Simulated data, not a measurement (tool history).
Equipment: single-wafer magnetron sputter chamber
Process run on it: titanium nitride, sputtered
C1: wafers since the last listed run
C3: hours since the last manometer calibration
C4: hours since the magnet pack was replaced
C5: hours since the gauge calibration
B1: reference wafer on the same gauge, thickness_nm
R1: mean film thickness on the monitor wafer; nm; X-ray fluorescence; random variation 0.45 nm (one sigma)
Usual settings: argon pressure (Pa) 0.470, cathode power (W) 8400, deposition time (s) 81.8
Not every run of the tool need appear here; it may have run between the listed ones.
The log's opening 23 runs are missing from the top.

run 24 day=15.700 | argon_pressure_(Pa)=0.470 cathode_power_(W)=9350 deposition_time_(s)=81.8 | C1=138 wafers_on_the_sputter_target=842 C3=117.6 C4=118.8 C5=525.7 | B1=111.133 | R1=138.163
-- day=16.254 gauge calibrated
run 25 day=16.375 | argon_pressure_(Pa)=0.470 cathode_power_(W)=8400 deposition_time_(s)=81.8 | C1=155 wafers_on_the_sputter_target=998 C3=133.8 C4=135.0 C5=2.9 | B1=110.847 | R1=125.251
run 26 day=16.642 | argon_pressure_(Pa)=0.583 cathode_power_(W)=8400 deposition_time_(s)=76.9 | C1=61 wafers_on_the_sputter_target=1059 C3=140.2 C4=141.4 C5=9.3 | B1=110.954 | R1=112.200
run 27 day=18.179 | argon_pressure_(Pa)=0.470 cathode_power_(W)=8400 deposition_time_(s)=81.8 | C1=355 wafers_on_the_sputter_target=1414 C3=177.1 C4=178.3 C5=46.2 | B1=110.991 | R1=125.496
run 28 day=18.433 | argon_pressure_(Pa)=0.470 cathode_power_(W)=8400 deposition_time_(s)=81.8 | C1=58 wafers_on_the_sputter_target=1473 C3=183.2 C4=184.4 C5=52.3 | B1=110.891 | R1=124.637
run 29 day=20.004 | argon_pressure_(Pa)=0.642 cathode_power_(W)=7850 deposition_time_(s)=87.2 | C1=362 wafers_on_the_sputter_target=1836 C3=220.9 C4=222.1 C5=90.0 | B1=111.024 | R1=117.443
run 30 day=20.696 | argon_pressure_(Pa)=0.470 cathode_power_(W)=8400 deposition_time_(s)=81.8 | C1=159 wafers_on_the_sputter_target=1996 C3=237.5 C4=238.7 C5=106.6 | B1=110.981 | R1=124.639
run 31 day=21.121 | argon_pressure_(Pa)=0.470 cathode_power_(W)=10450 deposition_time_(s)=72.3 | C1=98 wafers_on_the_sputter_target=2094 C3=247.7 C4=248.9 C5=116.8 | B1=111.096 | R1=133.694
run 32 day=21.629 | argon_pressure_(Pa)=0.470 cathode_power_(W)=7250 deposition_time_(s)=74.9 | C1=117 wafers_on_the_sputter_target=2211 C3=259.9 C4=261.1 C5=129.0 | B1=111.060 | R1=101.574
run 33 day=22.004 | argon_pressure_(Pa)=0.374 cathode_power_(W)=8400 deposition_time_(s)=81.8 | C1=86 wafers_on_the_sputter_target=2298 C3=268.9 C4=270.1 C5=138.0 | B1=111.055 | R1=131.359
run 34 day=22.696 | argon_pressure_(Pa)=0.544 cathode_power_(W)=6650 deposition_time_(s)=68.3 | C1=159 wafers_on_the_sputter_target=2458 C3=285.5 C4=286.7 C5=154.6 | B1=111.167 | R1=83.337

Predict each of these 5 candidate next runs independently; none follows another, all start after run 34:
run A day=22.712 | argon_pressure_(Pa)=0.470 cathode_power_(W)=6600 deposition_time_(s)=81.8 | C1=3 wafers_on_the_sputter_target=2462 C3=285.9 C4=287.1 C5=155.0 | B1=? | R1=?
run B day=22.712 | argon_pressure_(Pa)=0.388 cathode_power_(W)=6400 deposition_time_(s)=68.4 | C1=3 wafers_on_the_sputter_target=2462 C3=285.9 C4=287.1 C5=155.0 | B1=? | R1=?
run C day=22.712 | argon_pressure_(Pa)=0.470 cathode_power_(W)=8400 deposition_time_(s)=97.5 | C1=3 wafers_on_the_sputter_target=2462 C3=285.9 C4=287.1 C5=155.0 | B1=? | R1=?
run D day=22.712 | argon_pressure_(Pa)=0.470 cathode_power_(W)=8400 deposition_time_(s)=67.5 | C1=3 wafers_on_the_sputter_target=2462 C3=285.9 C4=287.1 C5=155.0 | B1=? | R1=?
run E day=22.712 | argon_pressure_(Pa)=0.470 cathode_power_(W)=6500 deposition_time_(s)=71.7 | C1=3 wafers_on_the_sputter_target=2462 C3=285.9 C4=287.1 C5=155.0 | B1=? | R1=?

run=A B1=110.984 R1=102.127
run=B B1=110.984 R1=86.425
run=C B1=110.984 R1=149.220
run=D B1=110.984 R1=103.306
run=E B1=110.984 R1=88.394
Without the tool's unlogged condition, the same runs would have read:
run=A R1=102.127
run=B R1=86.425
run=C R1=149.220
run=D R1=103.306
run=E R1=88.394

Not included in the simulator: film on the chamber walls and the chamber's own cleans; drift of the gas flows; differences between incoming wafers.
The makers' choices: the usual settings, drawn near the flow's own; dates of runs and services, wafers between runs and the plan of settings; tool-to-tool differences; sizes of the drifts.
